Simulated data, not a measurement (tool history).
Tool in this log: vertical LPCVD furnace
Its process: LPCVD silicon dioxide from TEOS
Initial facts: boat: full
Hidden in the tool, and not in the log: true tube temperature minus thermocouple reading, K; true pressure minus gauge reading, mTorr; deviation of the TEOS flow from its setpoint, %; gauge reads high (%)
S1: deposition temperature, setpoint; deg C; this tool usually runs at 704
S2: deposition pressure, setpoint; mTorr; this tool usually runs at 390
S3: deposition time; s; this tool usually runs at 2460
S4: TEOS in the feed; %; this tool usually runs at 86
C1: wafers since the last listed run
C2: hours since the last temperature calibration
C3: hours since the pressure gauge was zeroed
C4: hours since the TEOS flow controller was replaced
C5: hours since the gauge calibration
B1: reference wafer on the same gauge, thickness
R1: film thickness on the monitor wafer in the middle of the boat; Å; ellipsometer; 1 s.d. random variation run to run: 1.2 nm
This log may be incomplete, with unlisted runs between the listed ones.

run,day,S1,S2,S3,S4,C1,C2,C3,C4,C5,B1,R1
1,0.000,707,390,2460,97,0,4009.4,2000.8,5243.9,166.9,413.05,5343.2
2,0.521,707,390,2460,97,207,4021.9,2013.3,5256.4,179.4,413.23,5370.1
3,1.167,695,390,2460,86,256,4037.4,2028.8,5271.9,194.9,412.67,3835.5
4,2.262,695,390,2460,86,436,4063.7,2055.1,5298.2,221.2,412.57,3825.2
5,3.075,695,390,2460,86,323,4083.2,2074.6,5317.7,240.7,412.49,3828.9
6,5.100,704,390,2460,86,805,4131.8,2123.2,5366.3,289.3,411.94,4730.7
7,6.283,704,390,2460,86,470,4160.2,2151.6,5394.7,317.7,411.79,4716.1
8,7.383,704,390,2460,86,437,4186.6,2178.0,5421.1,344.1,411.52,4702.3
9,8.800,704,410,2460,86,563,4220.6,2212.0,5455.1,378.1,411.17,4829.6
10,10.042,704,390,2460,86,494,4250.4,2241.8,5484.9,407.9,410.94,4705.1
11,10.888,704,390,2460,86,336,4270.7,2262.1,5505.2,428.2,410.74,4707.6
# day 12.288: TEOS flow controller replaced
12,12.308,704,390,2460,86,167,4304.8,2296.2,0.5,462.3,410.18,4686.3
13,13.458,704,390,1980,86,457,4332.4,2323.8,28.1,489.9,409.95,3776.6
# day 14.917: thermocouples replaced and temperature profile calibrated
14,14.938,704,390,2460,86,190,0.5,2359.3,63.6,525.4,409.58,4664.1
15,15.383,704,390,2460,86,177,11.2,2370.0,74.3,536.1,409.38,4659.0
16,18.162,712,390,2790,86,1105,77.9,2436.7,141.0,602.8,409.09,6412.0
17,19.092,704,355,3150,86,369,100.2,2459.0,163.3,625.1,408.74,5728.0
18,22.271,704,295,1860,93,1265,176.5,2535.3,239.6,701.4,407.93,3188.8
19,23.750,712,465,2940,81,588,212.0,2570.8,275.1,736.9,407.33,7069.8
20,24.321,704,390,2460,86,227,225.7,2584.5,288.8,750.6,407.32,4652.7
21,25.808,704,440,2460,86,591,261.4,2620.2,324.5,786.3,407.08,4954.9
# day 26.679: gauge calibrated
22,26.738,704,390,2460,86,369,283.7,2642.5,346.8,1.4,416.10,4762.8
# day 27.904: pressure gauge zeroed
23,27.925,704,450,1860,80,74,312.2,0.5,375.3,29.9,415.91,3730.1
24,28.600,704,390,1680,86,268,328.4,16.7,391.5,46.1,415.66,3247.6
25,29.942,704,390,2460,86,533,360.6,48.9,423.7,78.3,415.57,4743.7
26,31.408,704,480,3420,86,583,395.8,84.1,458.9,113.5,414.97,7304.1
27,32.383,715,390,2910,86,387,419.2,107.5,482.3,136.9,414.60,7169.0
28,33.096,709,390,2460,75,283,436.3,124.6,499.4,154.0,414.60,4961.0
29,34.388,696,440,1500,74,513,467.3,155.6,530.4,185.0,414.18,2362.3
30,35.858,704,390,1500,97,585,502.6,190.9,565.7,220.3,414.07,3059.5

3 ways to go on from here, each from the tool as it stands after run 30. What would each give?
A,36.079,704,460,2460,86,87,507.9,196.2,571.0,225.6,?,?
B,36.079,709,445,1950,97,87,507.9,196.2,571.0,225.6,?,?
C,36.079,704,390,3120,86,87,507.9,196.2,571.0,225.6,?,?

run,B1,R1
A,413.87,5134.4
B,413.87,4768.3
C,413.87,5996.0
Stripped of hidden state, with their random variation kept, the same runs would have yielded:
run,R1
A,5135.5
B,4769.3
C,5997.3
